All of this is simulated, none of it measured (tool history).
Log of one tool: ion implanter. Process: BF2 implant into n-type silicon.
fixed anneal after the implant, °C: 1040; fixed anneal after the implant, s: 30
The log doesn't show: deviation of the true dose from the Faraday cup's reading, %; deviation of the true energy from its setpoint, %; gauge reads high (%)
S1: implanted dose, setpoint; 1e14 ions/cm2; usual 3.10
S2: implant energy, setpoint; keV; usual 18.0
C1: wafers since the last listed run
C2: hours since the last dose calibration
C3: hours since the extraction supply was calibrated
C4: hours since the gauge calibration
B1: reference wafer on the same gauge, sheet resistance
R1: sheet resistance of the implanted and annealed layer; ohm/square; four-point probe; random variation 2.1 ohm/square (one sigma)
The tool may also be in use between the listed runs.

Run 1, hour 0.0: usual settings; C1 0; C2 344.8; C3 4029.6; C4 862.4; B1 459.49. Result: R1 394.08 ohm/square.
At hour 25.1: gauge calibrated.
Run 2, hour 26.1: usual settings; C1 339; C2 370.9; C3 4055.7; C4 1.0; B1 459.49. Result: R1 398.89 ohm/square.
Run 3, hour 61.1: usual settings; C1 455; C2 405.9; C3 4090.7; C4 36.0; B1 458.92. Result: R1 394.20 ohm/square.
Run 4, hour 111.5: usual settings but S1 3.67 1e14 ions/cm2, S2 21.0 keV; C1 655; C2 456.3; C3 4141.1; C4 86.4; B1 460.00. Result: R1 335.36 ohm/square.
Run 5, hour 152.8: usual settings but S1 3.67 1e14 ions/cm2, S2 21.0 keV; C1 537; C2 497.6; C3 4182.4; C4 127.7; B1 458.83. Result: R1 337.36 ohm/square.
Run 6, hour 200.9: usual settings but S2 20.5 keV; C1 625; C2 545.7; C3 4230.5; C4 175.8; B1 459.19. Result: R1 394.02 ohm/square.
At hour 216.5: Faraday cup replaced and dose calibrated.
Run 7, hour 267.3: usual settings but S2 20.5 keV; C1 759; C2 50.8; C3 4296.9; C4 242.2; B1 459.05. Result: R1 382.67 ohm/square.
Run 8, hour 336.2: usual settings; C1 895; C2 119.7; C3 4365.8; C4 311.1; B1 458.72. Result: R1 385.84 ohm/square.
Run 9, hour 395.8: usual settings; C1 775; C2 179.3; C3 4425.4; C4 370.7; B1 459.06. Result: R1 389.49 ohm/square.
Run 10, hour 536.5: usual settings; C1 1829; C2 320.0; C3 4566.1; C4 511.4; B1 458.46. Result: R1 391.71 ohm/square.
Run 11, hour 682.6: usual settings but S1 3.82 1e14 ions/cm2; C1 1899; C2 466.1; C3 4712.2; C4 657.5; B1 459.84. Result: R1 334.55 ohm/square.
Run 12, hour 738.2: usual settings but S2 16.5 keV; C1 722; C2 521.7; C3 4767.8; C4 713.1; B1 459.92. Result: R1 399.40 ohm/square.
Run 13, hour 777.4: usual settings but S2 16.5 keV; C1 509; C2 560.9; C3 4807.0; C4 752.3; B1 459.20. Result: R1 403.18 ohm/square.
At hour 821.2: extraction supply calibrated.
Run 14, hour 826.1: usual settings but S1 3.73 1e14 ions/cm2, S2 20.5 keV; C1 529; C2 609.6; C3 4.9; C4 801.0; B1 458.96. Result: R1 339.24 ohm/square.
Run 15, hour 852.1: usual settings but S1 2.80 1e14 ions/cm2; C1 338; C2 635.6; C3 30.9; C4 827.0; B1 458.93. Result: R1 439.02 ohm/square.
Run 16, hour 880.3: usual settings but S1 3.61 1e14 ions/cm2, S2 24.0 keV; C1 366; C2 663.8; C3 59.1; C4 855.2; B1 459.40. Result: R1 344.62 ohm/square.
Run 17, hour 910.7: usual settings; C1 395; C2 694.2; C3 89.5; C4 885.6; B1 459.60. Result: R1 402.83 ohm/square.
At hour 926.7: Faraday cup replaced and dose calibrated.
Run 18, hour 959.5: usual settings; C1 530; C2 32.8; C3 138.3; C4 934.4; B1 459.54. Result: R1 385.25 ohm/square.
Run 19, hour 999.7: usual settings but S1 2.46 1e14 ions/cm2; C1 522; C2 73.0; C3 178.5; C4 974.6; B1 458.99. Result: R1 476.23 ohm/square.
At hour 1017.7: gauge calibrated.
Run 20, hour 1037.5: usual settings but S1 3.90 1e14 ions/cm2; C1 491; C2 110.8; C3 216.3; C4 19.8; B1 458.54. Result: R1 320.67 ohm/square.
Run 21, hour 1097.0: usual settings but S1 2.59 1e14 ions/cm2; C1 773; C2 170.3; C3 275.8; C4 79.3; B1 459.86. Result: R1 454.20 ohm/square.
Run 22, hour 1127.2: usual settings but S2 15.0 keV; C1 392; C2 200.5; C3 306.0; C4 109.5; B1 458.94. Result: R1 393.56 ohm/square.
Run 23, hour 1257.0: usual settings but S1 2.20 1e14 ions/cm2, S2 15.5 keV; C1 1687; C2 330.3; C3 435.8; C4 239.3; B1 458.53. Result: R1 539.54 ohm/square.
Run 24, hour 1300.2: usual settings; C1 561; C2 373.5; C3 479.0; C4 282.5; B1 458.93. Result: R1 393.51 ohm/square.
Run 25, hour 1333.2: usual settings but S1 2.40 1e14 ions/cm2, S2 21.0 keV; C1 429; C2 406.5; C3 512.0; C4 315.5; B1 458.87. Result: R1 480.51 ohm/square.
Run 26, hour 1379.4: usual settings but S1 2.20 1e14 ions/cm2, S2 15.5 keV; C1 600; C2 452.7; C3 558.2; C4 361.7; B1 459.13. Result: R1 533.90 ohm/square.

Forecast each of these 4 alternatives for the next run:
Run A, hour 1379.8: usual settings; C1 5; C2 453.1; C3 558.6; C4 362.1; B1 ?. Result: R1 ?.
Run B, hour 1379.8: usual settings but S1 2.62 1e14 ions/cm2, S2 12.0 keV; C1 5; C2 453.1; C3 558.6; C4 362.1; B1 ?. Result: R1 ?.
Run C, hour 1379.8: usual settings but S1 3.50 1e14 ions/cm2; C1 5; C2 453.1; C3 558.6; C4 362.1; B1 ?. Result: R1 ?.
Run D, hour 1379.8: usual settings but S2 23.5 keV; C1 5; C2 453.1; C3 558.6; C4 362.1; B1 ?. Result: R1 ?.

run      B1      R1
  A  458.71  396.24
  B  458.71  474.45
  C  458.71  356.86
  D  458.71  387.40
Without the tool's hidden state the same runs would have given:
run      R1
  A  386.21
  B  462.51
  C  347.86
  D  377.67
